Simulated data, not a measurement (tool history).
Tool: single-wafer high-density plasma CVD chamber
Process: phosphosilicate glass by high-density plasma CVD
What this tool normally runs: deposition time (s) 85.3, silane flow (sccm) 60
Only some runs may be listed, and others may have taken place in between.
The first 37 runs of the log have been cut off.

run	day	deposition time (s)	silane flow (sccm)	wafers since the last listed run	hours since the silane flow controller was replaced	hours since the gauge calibration	read-back reference wafer on the same gauge, thickness_nm	mean film thickness on the monitor wafer (angstrom)
38	136.292	85.3	60	1830	2032.5	655.2	435.139	5101.64
39	138.896	99.8	60	1204	2095	717.7	434.441	5944.38
40	145.108	73.2	60	2872	2244.1	866.8	434.962	4378.63
41	146.867	74.4	60	813	2286.3	909	434.809	4484.62
42	151.317	85.3	67	2057	2393.1	1015.8	434.925	5747.17
43	159.229	93	57	3658	2583	1205.7	435.607	5293.81
44	162.562	85.3	60	1541	2663	1285.7	434.487	5114.48
45	164.175	85.3	60	745	2701.7	1324.4	435.153	5180.18

Here are 4 independent what-if runs from the current tool condition. What would each one return?
A	164.192	101.3	60	7	2702.1	1324.8	?	?
B	164.192	98.1	60	7	2702.1	1324.8	?	?
C	164.192	98.9	69	7	2702.1	1324.8	?	?
D	164.192	69.5	49	7	2702.1	1324.8	?	?

run	read-back reference wafer on the same gauge, thickness_nm	mean film thickness on the monitor wafer (angstrom)
A	435.218	6122.97
B	435.218	5929.55
C	435.218	6874.59
D	435.218	3430.7
Had the tool no hidden state, the same runs would have come out as:
run	mean film thickness on the monitor wafer (angstrom)
A	5969.81
B	5781.23
C	6702.63
D	3344.88
